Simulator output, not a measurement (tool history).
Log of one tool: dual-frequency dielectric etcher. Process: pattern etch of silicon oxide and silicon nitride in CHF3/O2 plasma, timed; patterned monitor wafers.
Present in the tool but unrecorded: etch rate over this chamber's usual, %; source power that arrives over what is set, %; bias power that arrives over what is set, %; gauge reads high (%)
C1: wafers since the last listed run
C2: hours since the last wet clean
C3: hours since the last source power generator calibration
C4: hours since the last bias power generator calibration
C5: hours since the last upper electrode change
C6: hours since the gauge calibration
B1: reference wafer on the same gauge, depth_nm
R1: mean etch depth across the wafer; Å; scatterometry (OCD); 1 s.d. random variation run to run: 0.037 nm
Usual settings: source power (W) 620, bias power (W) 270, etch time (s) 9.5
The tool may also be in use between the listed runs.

{"run": 1, "day": 0.0, "source power (W)": 550, "bias power (W)": 311, "etch time (s)": 9.5, "C1": 0, "C2": 184.6, "C3": 4013.8, "C4": 1372.6, "C5": 6029.5, "C6": 814.1, "B1": 12.7, "R1": 152.3}
{"run": 2, "day": 1.012, "source power (W)": 620, "bias power (W)": 270, "etch time (s)": 12.0, "C1": 488, "C2": 208.9, "C3": 4038.1, "C4": 1396.9, "C5": 6053.8, "C6": 838.4, "B1": 12.7, "R1": 191.2}
{"run": 3, "day": 2.042, "source power (W)": 620, "bias power (W)": 270, "etch time (s)": 12.0, "C1": 496, "C2": 233.6, "C3": 4062.8, "C4": 1421.6, "C5": 6078.5, "C6": 863.1, "B1": 12.71, "R1": 191.6}
{"run": 4, "day": 3.246, "source power (W)": 620, "bias power (W)": 270, "etch time (s)": 9.5, "C1": 581, "C2": 262.5, "C3": 4091.7, "C4": 1450.5, "C5": 6107.4, "C6": 892.0, "B1": 12.71, "R1": 152.4}
{"run": 5, "day": 4.438, "source power (W)": 620, "bias power (W)": 270, "etch time (s)": 9.5, "C1": 575, "C2": 291.1, "C3": 4120.3, "C4": 1479.1, "C5": 6136.0, "C6": 920.6, "B1": 12.7, "R1": 151.9}
{"run": 6, "day": 5.267, "source power (W)": 730, "bias power (W)": 270, "etch time (s)": 9.5, "C1": 400, "C2": 311.0, "C3": 4140.2, "C4": 1499.0, "C5": 6155.9, "C6": 940.5, "B1": 12.69, "R1": 161.0}
{"run": 7, "day": 6.725, "source power (W)": 620, "bias power (W)": 270, "etch time (s)": 9.5, "C1": 703, "C2": 346.0, "C3": 4175.2, "C4": 1534.0, "C5": 6190.9, "C6": 975.5, "B1": 12.68, "R1": 152.3}
{"day": 7.271, "done": "gauge calibrated"}
{"run": 8, "day": 8.004, "source power (W)": 620, "bias power (W)": 270, "etch time (s)": 9.5, "C1": 617, "C2": 376.7, "C3": 4205.9, "C4": 1564.7, "C5": 6221.6, "C6": 17.6, "B1": 12.7, "R1": 152.5}
{"day": 8.929, "done": "source power generator calibrated"}
{"day": 9.404, "done": "bias power generator calibrated"}
{"day": 9.925, "done": "wet clean of the chamber"}
{"run": 9, "day": 9.946, "source power (W)": 620, "bias power (W)": 270, "etch time (s)": 9.5, "C1": 525, "C2": 0.5, "C3": 24.4, "C4": 13.0, "C5": 6268.2, "C6": 64.2, "B1": 12.71, "R1": 149.7}
{"run": 10, "day": 10.438, "source power (W)": 490, "bias power (W)": 270, "etch time (s)": 9.5, "C1": 237, "C2": 12.3, "C3": 36.2, "C4": 24.8, "C5": 6280.0, "C6": 76.0, "B1": 12.7, "R1": 138.9}
{"day": 11.683, "done": "upper electrode replaced"}
{"run": 11, "day": 13.696, "source power (W)": 620, "bias power (W)": 270, "etch time (s)": 9.5, "C1": 1089, "C2": 90.5, "C3": 114.4, "C4": 103.0, "C5": 48.3, "C6": 154.2, "B1": 12.69, "R1": 150.8}
{"run": 12, "day": 15.046, "source power (W)": 620, "bias power (W)": 270, "etch time (s)": 9.5, "C1": 651, "C2": 122.9, "C3": 146.8, "C4": 135.4, "C5": 80.7, "C6": 186.6, "B1": 12.69, "R1": 151.2}
{"run": 13, "day": 16.312, "source power (W)": 480, "bias power (W)": 231, "etch time (s)": 8.0, "C1": 611, "C2": 153.3, "C3": 177.2, "C4": 165.8, "C5": 111.1, "C6": 217.0, "B1": 12.69, "R1": 110.9}
{"run": 14, "day": 17.438, "source power (W)": 620, "bias power (W)": 236, "etch time (s)": 9.5, "C1": 542, "C2": 180.3, "C3": 204.2, "C4": 192.8, "C5": 138.1, "C6": 244.0, "B1": 12.71, "R1": 144.7}
{"run": 15, "day": 18.304, "source power (W)": 620, "bias power (W)": 270, "etch time (s)": 9.5, "C1": 418, "C2": 201.1, "C3": 225.0, "C4": 213.6, "C5": 158.9, "C6": 264.8, "B1": 12.71, "R1": 152.2}
{"run": 16, "day": 18.871, "source power (W)": 680, "bias power (W)": 288, "etch time (s)": 11.5, "C1": 273, "C2": 214.7, "C3": 238.6, "C4": 227.2, "C5": 172.5, "C6": 278.4, "B1": 12.7, "R1": 193.6}
{"run": 17, "day": 20.992, "source power (W)": 480, "bias power (W)": 270, "etch time (s)": 9.5, "C1": 1023, "C2": 265.6, "C3": 289.5, "C4": 278.1, "C5": 223.4, "C6": 329.3, "B1": 12.7, "R1": 140.2}
{"run": 18, "day": 22.038, "source power (W)": 710, "bias power (W)": 219, "etch time (s)": 10.5, "C1": 504, "C2": 290.7, "C3": 314.6, "C4": 303.2, "C5": 248.5, "C6": 354.4, "B1": 12.69, "R1": 165.8}
{"run": 19, "day": 22.758, "source power (W)": 620, "bias power (W)": 270, "etch time (s)": 9.5, "C1": 347, "C2": 308.0, "C3": 331.9, "C4": 320.5, "C5": 265.8, "C6": 371.7, "B1": 12.7, "R1": 151.8}
{"run": 20, "day": 23.888, "source power (W)": 490, "bias power (W)": 270, "etch time (s)": 7.0, "C1": 544, "C2": 335.1, "C3": 359.0, "C4": 347.6, "C5": 292.9, "C6": 398.8, "B1": 12.69, "R1": 104.1}
{"day": 25.562, "done": "wet clean of the chamber"}
{"run": 21, "day": 25.583, "source power (W)": 620, "bias power (W)": 270, "etch time (s)": 9.5, "C1": 335, "C2": 0.5, "C3": 399.7, "C4": 388.3, "C5": 333.6, "C6": 439.5, "B1": 12.69, "R1": 150.0}
{"run": 22, "day": 26.375, "source power (W)": 620, "bias power (W)": 270, "etch time (s)": 9.5, "C1": 382, "C2": 19.5, "C3": 418.7, "C4": 407.3, "C5": 352.6, "C6": 458.5, "B1": 12.71, "R1": 150.5}
{"run": 23, "day": 27.025, "source power (W)": 560, "bias power (W)": 270, "etch time (s)": 9.5, "C1": 313, "C2": 35.1, "C3": 434.3, "C4": 422.9, "C5": 368.2, "C6": 474.1, "B1": 12.68, "R1": 144.9}
{"run": 24, "day": 27.667, "source power (W)": 750, "bias power (W)": 270, "etch time (s)": 11.5, "C1": 309, "C2": 50.5, "C3": 449.7, "C4": 438.3, "C5": 383.6, "C6": 489.5, "B1": 12.71, "R1": 194.3}
{"run": 25, "day": 28.788, "source power (W)": 700, "bias power (W)": 204, "etch time (s)": 9.5, "C1": 540, "C2": 77.4, "C3": 476.6, "C4": 465.2, "C5": 410.5, "C6": 516.4, "B1": 12.71, "R1": 143.5}
{"run": 26, "day": 29.521, "source power (W)": 700, "bias power (W)": 318, "etch time (s)": 11.0, "C1": 353, "C2": 95.0, "C3": 494.2, "C4": 482.8, "C5": 428.1, "C6": 534.0, "B1": 12.7, "R1": 191.4}
{"run": 27, "day": 30.946, "source power (W)": 580, "bias power (W)": 296, "etch time (s)": 12.0, "C1": 687, "C2": 129.2, "C3": 528.4, "C4": 517.0, "C5": 462.3, "C6": 568.2, "B1": 12.7, "R1": 191.8}
{"run": 28, "day": 31.754, "source power (W)": 670, "bias power (W)": 306, "etch time (s)": 11.0, "C1": 390, "C2": 148.6, "C3": 547.8, "C4": 536.4, "C5": 481.7, "C6": 587.6, "B1": 12.69, "R1": 187.1}
{"run": 29, "day": 32.321, "source power (W)": 620, "bias power (W)": 270, "etch time (s)": 9.5, "C1": 273, "C2": 162.2, "C3": 561.4, "C4": 550.0, "C5": 495.3, "C6": 601.2, "B1": 12.7, "R1": 150.8}

5 ways to go on from here, each from the tool as it stands after run 29. What would each give?
{"run": "A", "day": 32.338, "source power (W)": 620, "bias power (W)": 226, "etch time (s)": 9.5, "C1": 8, "C2": 162.6, "C3": 561.8, "C4": 550.4, "C5": 495.7, "C6": 601.6, "B1": "?", "R1": "?"}
{"run": "B", "day": 32.338, "source power (W)": 770, "bias power (W)": 270, "etch time (s)": 8.0, "C1": 8, "C2": 162.6, "C3": 561.8, "C4": 550.4, "C5": 495.7, "C6": 601.6, "B1": "?", "R1": "?"}
{"run": "C", "day": 32.338, "source power (W)": 580, "bias power (W)": 252, "etch time (s)": 11.0, "C1": 8, "C2": 162.6, "C3": 561.8, "C4": 550.4, "C5": 495.7, "C6": 601.6, "B1": "?", "R1": "?"}
{"run": "D", "day": 32.338, "source power (W)": 680, "bias power (W)": 315, "etch time (s)": 7.0, "C1": 8, "C2": 162.6, "C3": 561.8, "C4": 550.4, "C5": 495.7, "C6": 601.6, "B1": "?", "R1": "?"}
{"run": "E", "day": 32.338, "source power (W)": 700, "bias power (W)": 330, "etch time (s)": 10.5, "C1": 8, "C2": 162.6, "C3": 561.8, "C4": 550.4, "C5": 495.7, "C6": 601.6, "B1": "?", "R1": "?"}

run=A B1=12.70 R1=142.5
run=B B1=12.70 R1=136.4
run=C B1=12.70 R1=166.8
run=D B1=12.70 R1=120.2
run=E B1=12.70 R1=184.9
Had the tool no hidden state, the same runs would have come out as:
run=A R1=141.5
run=B R1=135.4
run=C R1=165.7
run=D R1=119.4
run=E R1=183.6
